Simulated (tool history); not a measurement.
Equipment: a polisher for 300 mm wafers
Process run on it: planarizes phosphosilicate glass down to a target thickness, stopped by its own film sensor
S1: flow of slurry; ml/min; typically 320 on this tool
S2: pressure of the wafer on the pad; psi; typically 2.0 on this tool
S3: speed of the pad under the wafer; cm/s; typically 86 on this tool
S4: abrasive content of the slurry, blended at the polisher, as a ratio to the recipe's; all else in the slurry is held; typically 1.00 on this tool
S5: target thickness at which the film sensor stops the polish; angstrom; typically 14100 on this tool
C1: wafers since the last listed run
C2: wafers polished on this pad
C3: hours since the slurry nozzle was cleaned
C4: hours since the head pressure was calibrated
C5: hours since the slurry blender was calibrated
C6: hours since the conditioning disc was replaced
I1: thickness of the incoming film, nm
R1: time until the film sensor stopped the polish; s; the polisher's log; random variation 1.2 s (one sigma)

run    hour   S1   S2   S3    S4     S5    C1    C2     C3      C4     C5     C6      I1     R1
  1     0.0  320  2.2   86  1.00  14100     0  1044   84.7   582.4  298.6  167.3  1868.9   98.7
       26.3  -- slurry blender recalibrated
       73.9  -- worn pad replaced by a new one
  2    78.6  320  2.2   86  1.00  14100   457    29  163.3   661.0   52.3  245.9  1870.5   88.2
       95.4  -- conditioning disc replaced and pad reconditioned
  3   180.3  320  2.2   86  1.00  14100   628   658  265.0   762.7  154.0   84.9  1845.5   89.0
  4   270.8  320  1.6  102  1.00  14100   570  1228  355.5   853.2  244.5  175.4  1868.3  113.1
      301.3  -- worn pad replaced by a new one
      331.1  -- conditioning disc replaced and pad reconditioned
  5   356.4  320  1.6   86  1.00  14100   501   334  441.1   938.8  330.1   25.3  1877.0  116.3
      368.5  -- slurry blender recalibrated
  6   419.1  320  2.0   86  1.00  14100   382   717  503.8  1001.5   50.6   88.0  1882.9   95.9
  7   463.0  400  2.0   68  1.00  14100   276   994  547.7  1045.4   94.5  131.9  1889.6  120.6
  8   503.2  405  2.0   86  1.00  14100   253  1247  587.9  1085.6  134.7  172.1  1898.3  108.0
      551.4  -- worn pad replaced by a new one
      562.8  -- slurry nozzle cleaned
      573.5  -- conditioning disc replaced and pad reconditioned
  9   593.1  425  2.0   86  0.90  14100   522   244   30.3  1175.5  224.6   19.6  1860.8  100.8
 10   671.5  210  2.0   86  1.00  14100   494   738  108.7  1253.9  303.0   98.0  1880.9  110.4
      726.6  -- slurry blender recalibrated
 11   755.3  240  1.4   86  0.80  15260   515  1254  192.5  1337.7   28.7  181.8  1882.9  106.3
      795.8  -- head pressure recalibrated
      797.3  -- worn pad replaced by a new one
      829.3  -- conditioning disc replaced and pad reconditioned
 12   854.5  320  2.0   86  1.00  14100   590   347  291.7    58.7  127.9   25.2  1853.5   96.2
     1076.0  -- worn pad replaced by a new one
     1079.7  -- slurry blender recalibrated
     1094.3  -- conditioning disc replaced and pad reconditioned
 13  1170.2  355  2.4   86  1.00  14100  1940   568  607.4   374.4   90.5   75.9  1875.8   85.5
 14  1212.3  375  2.0   58  0.90  14830   265   834  649.5   416.5  132.6  118.0  1854.0  104.6

Each row is a separate what-if for the run after 14, all from the same tool condition, not one after another. Results?
  A  1212.7  320  1.7  86  1.00  14100   2  836  649.9  416.9  133.0  118.4  1860.9   ?
  B  1212.7  320  2.5  74  0.80  14100   2  836  649.9  416.9  133.0  118.4  1860.9   ?
  C  1212.7  320  2.6  86  1.00  14100   2  836  649.9  416.9  133.0  118.4  1860.9   ?
  D  1212.7  320  2.0  86  0.75  14100   2  836  649.9  416.9  133.0  118.4  1860.9   ?
  E  1212.7  320  2.0  66  1.15  14100   2  836  649.9  416.9  133.0  118.4  1860.9   ?

run     R1
  A  108.0
  B   97.3
  C   81.1
  D  104.6
  E  111.0
Take away the tool's hidden state, keep each run's random variation, and the runs would have read:
run    R1
  A  96.4
  B  86.5
  C  72.4
  D  92.9
  E  99.4
